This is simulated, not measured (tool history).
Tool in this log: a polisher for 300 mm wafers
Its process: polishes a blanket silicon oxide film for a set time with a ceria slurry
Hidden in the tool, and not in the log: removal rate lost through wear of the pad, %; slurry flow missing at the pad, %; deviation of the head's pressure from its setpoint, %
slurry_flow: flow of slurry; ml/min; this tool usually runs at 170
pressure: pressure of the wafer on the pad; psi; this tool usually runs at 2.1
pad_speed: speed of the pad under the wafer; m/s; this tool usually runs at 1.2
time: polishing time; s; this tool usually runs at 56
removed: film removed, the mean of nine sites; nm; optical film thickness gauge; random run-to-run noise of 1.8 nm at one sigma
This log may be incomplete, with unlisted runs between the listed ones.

| run | hour | slurry_flow | pressure | pad_speed | time | wafers since the last listed run | wafers polished on this pad | hours since the slurry nozzle was cleaned | hours since the head pressure was calibrated | incoming thickness of the incoming film, nm | removed |
|---|---|---|---|---|---|---|---|---|---|---|---|
| 1 | 0 | 170 | 2.1 | 1.2 | 56 | 0 | 834 | 810.4 | 734.7 | 1066.6 | 227.7 |
| 2 | 10.1 | 170 | 2.1 | 1.2 | 56 | 67 | 902 | 820.5 | 744.8 | 1087.3 | 225.7 |
| 3 | 16.2 | 170 | 2.1 | 1.2 | 56 | 40 | 942 | 826.6 | 750.9 | 1100 | 226.5 |
| 4 | 31.2 | 170 | 2.1 | 1.2 | 65 | 99 | 1042 | 841.6 | 765.9 | 1077.6 | 261.9 |
| 5 | 40.2 | 170 | 2.1 | 1.2 | 56 | 59 | 1102 | 850.6 | 774.9 | 1083.7 | 225.2 |
| 6 | 50 | 170 | 2.1 | 1.2 | 56 | 65 | 1168 | 860.4 | 784.7 | 1067.7 | 225.8 |
| 7 | 58.2 | 170 | 2.1 | 1.2 | 56 | 54 | 1222 | 868.6 | 792.9 | 1063 | 221.5 |
| 8 | 72.3 | 170 | 2.1 | 1.42 | 50 | 93 | 1316 | 882.7 | 807 | 1080 | 218.1 |
| 9 | 90.3 | 170 | 2.1 | 1.42 | 50 | 119 | 1436 | 900.7 | 825 | 1085.2 | 216.1 |
|  | 100.4 | worn pad replaced by a new one, of another model than before |
| 10 | 106.7 | 170 | 2.1 | 1.2 | 56 | 82 | 41 | 917.1 | 841.4 | 1067.5 | 231.9 |
| 11 | 114.5 | 170 | 2.1 | 1.2 | 56 | 51 | 93 | 924.9 | 849.2 | 1076.6 | 232.1 |
| 12 | 126.4 | 225 | 2.1 | 1.38 | 73 | 79 | 173 | 936.8 | 861.1 | 1075.3 | 354.3 |
| 13 | 142.5 | 110 | 2.1 | 1.2 | 56 | 107 | 280 | 952.9 | 877.2 | 1089.2 | 201.7 |
|  | 161.7 | head pressure recalibrated |
| 14 | 162.2 | 170 | 2.1 | 1.2 | 56 | 117 | 398 | 972.6 | 0.5 | 1084.2 | 232.8 |
| 15 | 172.9 | 185 | 2.5 | 1.2 | 56 | 71 | 469 | 983.3 | 11.2 | 1091.5 | 265.2 |
| 16 | 186.8 | 170 | 2.1 | 1.2 | 56 | 92 | 562 | 997.2 | 25.1 | 1072.5 | 227.7 |
|  | 199.9 | slurry nozzle cleaned |
| 17 | 200.7 | 170 | 1.7 | 1.2 | 61 | 85 | 648 | 0.8 | 39 | 1103.8 | 215.1 |
| 18 | 210 | 170 | 2.1 | 1.2 | 56 | 61 | 710 | 10.1 | 48.3 | 1079.3 | 226.5 |
| 19 | 223.1 | 170 | 2.1 | 1.2 | 56 | 87 | 797 | 23.2 | 61.4 | 1080.3 | 228.1 |
| 20 | 239 | 155 | 2.1 | 1.2 | 56 | 105 | 903 | 39.1 | 77.3 | 1085.4 | 219.5 |
| 21 | 255.7 | 130 | 2.1 | 1.2 | 64 | 111 | 1014 | 55.8 | 94 | 1090.8 | 241 |
| 22 | 273.1 | 200 | 2.7 | 1.2 | 56 | 115 | 1130 | 73.2 | 111.4 | 1078.5 | 277.9 |

State the hidden condition of the tool at each of the runs:
slurry flow missing at the pad, %: 0 across all the runs
deviation of the head's pressure from its setpoint, %: 0 across all the runs
H1: removal rate lost through wear of the pad, %
| run | H1 |
|---|---|
| 1 | 2.37 |
| 2 | 2.7 |
| 3 | 2.91 |
| 4 | 3.47 |
| 5 | 3.84 |
| 6 | 4.26 |
| 7 | 4.63 |
| 8 | 5.3 |
| 9 | 6.23 |
| 10 | 0.834 |
| 11 | 0.854 |
| 12 | 0.914 |
| 13 | 1.05 |
| 14 | 1.31 |
| 15 | 1.49 |
| 16 | 1.77 |
| 17 | 2.09 |
| 18 | 2.34 |
| 19 | 2.72 |
| 20 | 3.24 |
| 21 | 3.86 |
| 22 | 4.57 |
